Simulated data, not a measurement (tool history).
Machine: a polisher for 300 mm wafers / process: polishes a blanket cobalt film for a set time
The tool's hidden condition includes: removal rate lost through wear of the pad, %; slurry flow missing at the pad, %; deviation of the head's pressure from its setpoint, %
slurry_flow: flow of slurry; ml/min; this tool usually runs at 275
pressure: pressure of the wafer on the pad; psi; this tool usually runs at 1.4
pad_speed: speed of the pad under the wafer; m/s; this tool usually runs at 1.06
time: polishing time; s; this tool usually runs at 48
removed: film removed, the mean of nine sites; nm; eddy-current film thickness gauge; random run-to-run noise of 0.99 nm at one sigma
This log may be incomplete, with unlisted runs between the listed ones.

run    hour  slurry_flow  pressure  pad_speed  time  wafers since the last listed run  wafers polished on this pad  hours since the slurry nozzle was cleaned  hours since the head pressure was calibrated  incoming thickness of the incoming film, nm  removed
  1       0          275       1.4       0.98    48                                 0                         1125                                        4.5                                         322.9                                       1509.5    136.4
  2    39.1          275       1.4       0.98    48                               296                         1422                                       43.6                                           362                                       1494.6    137.9
  3    68.6          275       1.1       1.06    48                               224                         1646                                       73.1                                         391.5                                       1494.7    124.2
      131.1  -- worn pad replaced by a new one
  4   133.9          275       1.1       1.06    48                               465                           20                                      138.4                                         456.8                                       1496.9    126.7
  5   193.7          275       1.4       0.84    48                               454                          475                                      198.2                                         516.6                                         1502    119.5
  6     224          275       1.4       0.84    48                               230                          705                                      228.5                                         546.9                                       1487.3    118.6
  7   249.8          275       1.4       0.84    48                               195                          901                                      254.3                                         572.7                                       1478.9    117.5
  8   279.9          275       1.4       1.06    48                               228                         1129                                      284.4                                         602.8                                       1480.6    146.9
  9   322.4          250       1.4       0.82    48                               322                         1452                                      326.9                                         645.3                                       1489.7    112.1
 10   354.5          275       1.4       0.94    48                               243                         1696                                        359                                         677.4                                         1493      127
      375.2  -- worn pad replaced by a new one
 11   394.8          275       1.4       0.94    48                               275                          148                                      399.3                                         717.7                                       1496.9    133.2
 12   447.7          275       1.4       1.06    48                               401                          550                                      452.2                                         770.6                                       1503.6    146.4
 13   486.4          275       1.4       1.06    48                               293                          844                                      490.9                                         809.3                                       1502.8    144.9
 14   528.5          275       1.4       1.06    48                               319                         1164                                        533                                         851.4                                       1516.6    144.9
 15   556.5          200       1.4       1.06    48                               212                         1376                                        561                                         879.4                                       1498.2    135.3
      614.3  -- worn pad replaced by a new one
 16   614.8          200       1.4       1.06    48                               412                            3                                      619.3                                         937.7                                       1508.2    135.1
      660.1  -- slurry nozzle cleaned
 17   667.2          325       1.7       1.26    31                               390                          394                                        7.1                                         990.1                                       1485.3    137.2
 18   693.9          320       1.4       1.34    42                               202                          597                                       33.8                                        1016.8                                       1511.7    168.5
      701.1  -- head pressure recalibrated
 19   755.7          330       1.1       0.76    59                               454                         1051                                       95.6                                          54.6                                       1487.8    113.8
 20   800.5          275       1.5       1.06    48                               340                         1391                                      140.4                                          99.4                                       1509.5      157
      844.2  -- worn pad replaced by a new one
 21   860.6          300         1        1.2    48                               426                          124                                      200.5                                         159.5                                       1486.1    135.1
 22   887.9          220       1.3        1.4    57                               207                          332                                      227.8                                         186.8                                       1485.9    213.8
 23   926.6          275       1.7       1.06    32                               293                          626                                      266.5                                         225.5                                       1523.1    114.5
 24   961.4          275       1.4       1.06    48                               264                          890                                      301.3                                         260.3                                       1487.2    148.4
 25  1003.4          275       1.4       1.06    56                               319                         1209                                      343.3                                         302.3                                       1500.5    169.2
 26  1069.1          275       1.6       1.44    54                               499                         1708                                        409                                           368                                       1506.2    240.3
     1085.3  -- worn pad replaced by a new one
 27  1105.8          320       1.2       1.06    48                               248                          155                                      445.7                                         404.7                                       1510.2    136.4
 28  1166.9          300       1.4       1.06    40                               464                          620                                      506.8                                         465.8                                       1475.7    125.4
 29    1219          275       1.4       1.06    48                               395                         1015                                      558.9                                         517.9                                       1513.1    146.2
     1235.7  -- slurry nozzle cleaned
 30  1243.6          275       1.6       1.44    54                               179                         1195                                        7.9                                         542.5                                       1495.1    254.5
 31  1306.9          275       1.4       1.06    48                               480                         1675                                       71.2                                         605.8                                       1498.9    146.6
 32  1346.1          365       1.4       1.06    48                               297                         1973                                      110.4                                           645                                         1510    148.6

Below are 5 alternative next runs, each starting from the tool's condition after run 32. Predict each:
  A  1346.5          275       1.4       1.06    48                                 3                         1976                                      110.8                                         645.4                                       1499.1        ?
  B  1346.5          225       1.7       1.16    48                                 3                         1976                                      110.8                                         645.4                                       1499.1        ?
  C  1346.5          275       1.4       0.74    35                                 3                         1976                                      110.8                                         645.4                                       1499.1        ?
  D  1346.5          275       1.2        1.2    63                                 3                         1976                                      110.8                                         645.4                                       1499.1        ?
  E  1346.5          275       1.6       1.06    48                                 3                         1976                                      110.8                                         645.4                                       1499.1        ?

run  removed
  A    143.2
  B    176.7
  C     72.9
  D    190.8
  E    158.1
Without the tool's hidden state the same runs would have given:
run  removed
  A    150.6
  B    185.9
  C     76.7
  D    200.6
  E    166.2
